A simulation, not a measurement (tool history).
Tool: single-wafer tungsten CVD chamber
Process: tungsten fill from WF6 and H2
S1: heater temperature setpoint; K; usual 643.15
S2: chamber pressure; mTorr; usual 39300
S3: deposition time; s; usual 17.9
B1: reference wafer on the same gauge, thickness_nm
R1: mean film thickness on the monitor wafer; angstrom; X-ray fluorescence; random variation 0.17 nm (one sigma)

{"run": 1, "day": 0.0, "S1": 653.15, "S2": 39300, "S3": 17.9, "B1": 36.143, "R1": 437.32}
{"run": 2, "day": 2.867, "S1": 653.15, "S2": 39300, "S3": 17.9, "B1": 35.995, "R1": 437.16}
{"run": 3, "day": 4.267, "S1": 653.15, "S2": 39300, "S3": 17.9, "B1": 36.109, "R1": 435.84}
{"run": 4, "day": 5.45, "S1": 638.15, "S2": 39300, "S3": 17.9, "B1": 36.059, "R1": 331.44}
{"run": 5, "day": 7.546, "S1": 638.15, "S2": 39300, "S3": 17.9, "B1": 36.176, "R1": 333.15}
{"run": 6, "day": 12.379, "S1": 638.15, "S2": 39300, "S3": 17.9, "B1": 36.105, "R1": 331.96}
{"run": 7, "day": 15.212, "S1": 643.15, "S2": 39300, "S3": 17.9, "B1": 36.07, "R1": 367.71}
{"run": 8, "day": 17.829, "S1": 643.15, "S2": 39300, "S3": 17.9, "B1": 36.099, "R1": 366.77}
{"run": 9, "day": 19.092, "S1": 643.15, "S2": 39300, "S3": 17.9, "B1": 36.121, "R1": 369.39}
{"day": 20.925, "done": "thermocouple changed; heater temperature recalibrated"}
{"run": 10, "day": 21.525, "S1": 635.15, "S2": 39300, "S3": 17.9, "B1": 36.096, "R1": 274.19}
{"run": 11, "day": 24.379, "S1": 635.15, "S2": 39300, "S3": 17.9, "B1": 36.123, "R1": 274.54}
{"day": 26.988, "done": "showerhead replaced"}
{"run": 12, "day": 27.212, "S1": 643.15, "S2": 39300, "S3": 17.9, "B1": 36.133, "R1": 322.48}
{"day": 28.621, "done": "capacitance manometer re-zeroed and calibrated"}
{"day": 30.371, "done": "thermocouple changed; heater temperature recalibrated, repeated, since the last time left the tool worse"}
{"run": 13, "day": 30.492, "S1": 643.15, "S2": 39300, "S3": 17.9, "B1": 36.109, "R1": 350.8}
{"run": 14, "day": 33.642, "S1": 643.15, "S2": 44100, "S3": 17.9, "B1": 36.128, "R1": 367.11}
{"run": 15, "day": 34.892, "S1": 656.15, "S2": 39300, "S3": 17.9, "B1": 36.029, "R1": 447.67}
{"run": 16, "day": 36.117, "S1": 654.15, "S2": 39300, "S3": 17.9, "B1": 36.044, "R1": 428.66}
{"run": 17, "day": 39.067, "S1": 643.15, "S2": 39300, "S3": 15, "B1": 36.088, "R1": 295.97}
{"run": 18, "day": 41.875, "S1": 632.15, "S2": 35200, "S3": 19.6, "B1": 36.091, "R1": 303.2}
{"day": 44.425, "done": "gauge calibrated"}
{"run": 19, "day": 44.562, "S1": 649.15, "S2": 31600, "S3": 19.3, "B1": 36.102, "R1": 398.17}
{"run": 20, "day": 46.875, "S1": 631.15, "S2": 35800, "S3": 17.9, "B1": 36.084, "R1": 275.49}
{"run": 21, "day": 48.912, "S1": 643.15, "S2": 39300, "S3": 17.9, "B1": 36.166, "R1": 361.54}
{"run": 22, "day": 51.683, "S1": 643.15, "S2": 42500, "S3": 17.9, "B1": 36.02, "R1": 371.38}
{"run": 23, "day": 53.717, "S1": 652.15, "S2": 46100, "S3": 19.5, "B1": 36.046, "R1": 485.19}
{"run": 24, "day": 56.321, "S1": 643.15, "S2": 39300, "S3": 17.9, "B1": 36.063, "R1": 359.8}
{"run": 25, "day": 58.738, "S1": 655.15, "S2": 39300, "S3": 17.9, "B1": 36.141, "R1": 447}
{"run": 26, "day": 60.175, "S1": 643.15, "S2": 39300, "S3": 17.9, "B1": 36.158, "R1": 362.69}

5 ways to go on from here, each from the tool as it stands after run 26. What would each give?
{"run": "A", "day": 60.192, "S1": 643.15, "S2": 39300, "S3": 17.9, "B1": "?", "R1": "?"}
{"run": "B", "day": 60.192, "S1": 652.15, "S2": 39300, "S3": 17.9, "B1": "?", "R1": "?"}
{"run": "C", "day": 60.192, "S1": 648.15, "S2": 45600, "S3": 17.9, "B1": "?", "R1": "?"}
{"run": "D", "day": 60.192, "S1": 643.15, "S2": 48500, "S3": 19.3, "B1": "?", "R1": "?"}
{"run": "E", "day": 60.192, "S1": 649.15, "S2": 39300, "S3": 17.9, "B1": "?", "R1": "?"}

run=A B1=36.139 R1=362.16
run=B B1=36.139 R1=426.65
run=C B1=36.139 R1=418.74
run=D B1=36.139 R1=421.5
run=E B1=36.139 R1=404.14
Without the tool's hidden state the same runs would have given:
run=A R1=350.59
run=B R1=413.35
run=C R1=405.55
run=D R1=408.04
run=E R1=391.45
